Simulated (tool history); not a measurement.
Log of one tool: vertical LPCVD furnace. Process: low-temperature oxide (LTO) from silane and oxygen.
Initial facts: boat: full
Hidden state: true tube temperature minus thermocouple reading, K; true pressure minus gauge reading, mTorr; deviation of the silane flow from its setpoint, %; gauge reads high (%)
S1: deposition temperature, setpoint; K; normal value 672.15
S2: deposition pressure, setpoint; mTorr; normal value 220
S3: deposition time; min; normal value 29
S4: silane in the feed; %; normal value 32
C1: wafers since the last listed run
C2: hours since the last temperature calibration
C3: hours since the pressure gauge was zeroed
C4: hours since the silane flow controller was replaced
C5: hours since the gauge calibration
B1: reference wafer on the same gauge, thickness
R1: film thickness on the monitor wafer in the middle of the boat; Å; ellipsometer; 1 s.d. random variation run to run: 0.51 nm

run	hour	S1	S2	S3	S4	C1	C2	C3	C4	C5	B1	R1
1	0	672.15	220	29	32	0	4286.2	4813	5205.6	402.2	248.92	2183.9
2	89.6	672.15	220	29	32	2007	4375.8	4902.6	5295.2	491.8	249.13	2185.6
3	186.7	672.15	220	29	32	2175	4472.9	4999.7	5392.3	588.9	249.12	2184.4
4	284.5	672.15	220	36	34	2190	4570.7	5097.5	5490.1	686.7	249.03	2951
5	334	672.15	220	36	34	1108	4620.2	5147	5539.6	736.2	249.08	2963.2
6	379.1	672.15	220	36	34	1010	4665.3	5192.1	5584.7	781.3	248.99	2945
7	425	672.15	220	29	32	1028	4711.2	5238	5630.6	827.2	249.05	2194.7
# hour 460.7: pressure gauge zeroed
# hour 497.9: silane flow controller replaced
# hour 522.1: thermocouples replaced and temperature profile calibrated
8	522.6	672.15	220	29	32	573	0.5	61.9	24.7	924.8	249	2197.6
9	620.3	664.15	220	20.5	32	2188	98.2	159.6	122.4	1022.5	249.11	1410.8
# hour 650.8: gauge calibrated
10	727.6	665.15	220	29	32	2403	205.5	266.9	229.7	76.8	248.9	2018
11	804.8	672.15	220	29	32	1729	282.7	344.1	306.9	154	249.01	2192.3
12	882.6	679.15	270	36.5	35	1742	360.5	421.9	384.7	231.8	248.96	4144.5
13	928	672.15	195	29	35	1016	405.9	467.3	430.1	277.2	249.08	2201.3
14	987.8	675.15	250	29	32	1339	465.7	527.1	489.9	337	248.93	2583
15	1056	663.15	220	29	32	1527	533.9	595.3	558.1	405.2	248.91	1956.9

A few steps of R1 between consecutive runs. Split each: what settings, incoming material and random variation would produce without the hidden state, and what is left over for the hidden state, along with gauge scatter present in only one of the two compared results (measured, and without hidden state):
Run 7 -> 8: pressure gauge zeroed, silane flow controller replaced, thermocouples replaced and temperature profile calibrated. R1 +2.9 Å: hidden state +6.5, all else -3.6.
Run 11 -> 12: S1 672.15 -> 679.15, S2 220 -> 270, S3 29 -> 36.5, S4 32 -> 35. R1 +1952.2 Å: hidden state -1.5, all else +1953.7.

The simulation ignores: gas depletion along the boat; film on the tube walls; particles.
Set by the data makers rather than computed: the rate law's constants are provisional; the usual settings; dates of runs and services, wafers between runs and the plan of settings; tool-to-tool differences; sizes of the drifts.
